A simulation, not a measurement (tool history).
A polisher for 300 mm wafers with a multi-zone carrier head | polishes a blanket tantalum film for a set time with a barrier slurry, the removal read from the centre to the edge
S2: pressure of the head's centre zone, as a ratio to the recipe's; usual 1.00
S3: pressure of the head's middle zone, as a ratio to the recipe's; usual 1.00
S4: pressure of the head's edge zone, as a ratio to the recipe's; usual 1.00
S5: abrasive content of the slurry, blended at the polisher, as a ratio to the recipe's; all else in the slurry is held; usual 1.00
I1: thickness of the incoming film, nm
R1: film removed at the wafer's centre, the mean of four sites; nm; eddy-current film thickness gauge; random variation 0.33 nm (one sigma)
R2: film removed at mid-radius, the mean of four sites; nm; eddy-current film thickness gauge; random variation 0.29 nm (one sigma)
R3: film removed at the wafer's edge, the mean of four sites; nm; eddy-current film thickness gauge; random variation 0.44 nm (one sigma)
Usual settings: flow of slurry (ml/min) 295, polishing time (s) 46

Run 1, day 0.000: usual settings; I1 220.2. Result: R1 36.2 nm, R2 35.4 nm, R3 35.9 nm.
Run 2, day 1.446: usual settings; I1 217.2. Result: R1 35.8 nm, R2 35.5 nm, R3 35.3 nm.
Run 3, day 2.621: usual settings; I1 223.8. Result: R1 35.8 nm, R2 36.2 nm, R3 35.1 nm.
Run 4, day 3.533: usual settings; I1 223.9. Result: R1 35.7 nm, R2 35.5 nm, R3 35.3 nm.
Run 5, day 4.688: usual settings; I1 215.8. Result: R1 35.2 nm, R2 35.4 nm, R3 35.1 nm.
Run 6, day 5.650: usual settings; I1 222.9. Result: R1 35.6 nm, R2 35.7 nm, R3 35.7 nm.
At day 5.858: worn pad replaced by a new one.
At day 6.367: carrier head's membrane replaced by a new one.
Run 7, day 6.692: usual settings; I1 218.0. Result: R1 35.4 nm, R2 35.7 nm, R3 34.8 nm.
Run 8, day 7.554: usual settings; I1 220.0. Result: R1 34.9 nm, R2 35.2 nm, R3 35.3 nm.
At day 10.275: slurry nozzle cleaned.
At day 10.583: worn pad replaced by a new one.
Run 9, day 10.738: usual settings but S2 0.95, S3 1.09, S5 0.75, polishing time (s) 50; I1 221.6. Result: R1 29.9 nm, R2 34.2 nm, R3 31.9 nm.
Run 10, day 11.746: usual settings but S2 1.09, S4 0.92; I1 218.0. Result: R1 35.4 nm, R2 32.5 nm, R3 32.3 nm.
Run 11, day 12.512: usual settings but S4 1.10, S5 0.80, polishing time (s) 56; I1 216.4. Result: R1 36.0 nm, R2 36.1 nm, R3 39.6 nm.
Run 12, day 13.362: usual settings but flow of slurry (ml/min) 340, S2 1.07, S3 1.06, polishing time (s) 34; I1 222.2. Result: R1 26.5 nm, R2 26.4 nm, R3 25.2 nm.
At day 14.038: centre zone pressure recalibrated.
Run 13, day 14.467: usual settings but S2 1.09, S4 0.92; I1 218.9. Result: R1 35.1 nm, R2 32.7 nm, R3 33.0 nm.
Run 14, day 15.412: usual settings but S2 0.95, S3 1.08, S4 1.07, polishing time (s) 59; I1 220.5. Result: R1 39.5 nm, R2 44.9 nm, R3 44.3 nm.
At day 15.617: slurry nozzle cleaned, repeated, since the last time left the tool worse.
Run 15, day 15.962: usual settings but S2 0.91, S4 1.11; I1 216.1. Result: R1 33.3 nm, R2 36.6 nm, R3 37.2 nm.
At day 16.325: worn pad replaced by a new one.
Run 16, day 17.017: usual settings but S3 0.92, S5 0.75; I1 219.8. Result: R1 31.5 nm, R2 29.5 nm, R3 31.8 nm.
At day 18.812: edge zone pressure recalibrated.
Run 17, day 21.488: usual settings; I1 221.4. Result: R1 35.7 nm, R2 36.0 nm, R3 35.8 nm.
Run 18, day 22.229: usual settings but S4 0.90; I1 219.4. Result: R1 36.0 nm, R2 35.8 nm, R3 34.5 nm.
At day 22.625: worn pad replaced by a new one.
Run 19, day 23.525: usual settings but S4 0.89; I1 220.2. Result: R1 35.8 nm, R2 35.8 nm, R3 33.8 nm.
Run 20, day 24.546: usual settings but S2 1.07, S3 1.05; I1 222.2. Result: R1 38.2 nm, R2 37.2 nm, R3 34.8 nm.

5 ways to go on from here, each from the tool as it stands after run 20. What would each give?
Run A, day 24.562: usual settings; I1 220.1. Result: R1 ?, R2 ?, R3 ?.
Run B, day 24.562: usual settings but flow of slurry (ml/min) 200, S2 1.04, S5 0.85, polishing time (s) 42; I1 220.1. Result: R1 ?, R2 ?, R3 ?.
Run C, day 24.562: usual settings but S3 1.07, S4 0.93, S5 0.80, polishing time (s) 31; I1 220.1. Result: R1 ?, R2 ?, R3 ?.
Run D, day 24.562: usual settings but S5 1.20, polishing time (s) 36; I1 220.1. Result: R1 ?, R2 ?, R3 ?.
Run E, day 24.562: usual settings but S3 1.09, polishing time (s) 36; I1 220.1. Result: R1 ?, R2 ?, R3 ?.

run    R1    R2    R3
  A  35.8  35.8  36.3
  B  29.8  28.9  29.7
  C  21.8  23.0  21.3
  D  29.8  29.8  30.3
  E  28.0  30.1  28.4
Without the tool's hidden state the same runs would have given:
run    R1    R2    R3
  A  36.2  36.2  36.6
  B  30.4  29.4  30.0
  C  22.0  23.3  21.5
  D  30.2  30.2  30.5
  E  28.4  30.5  28.6
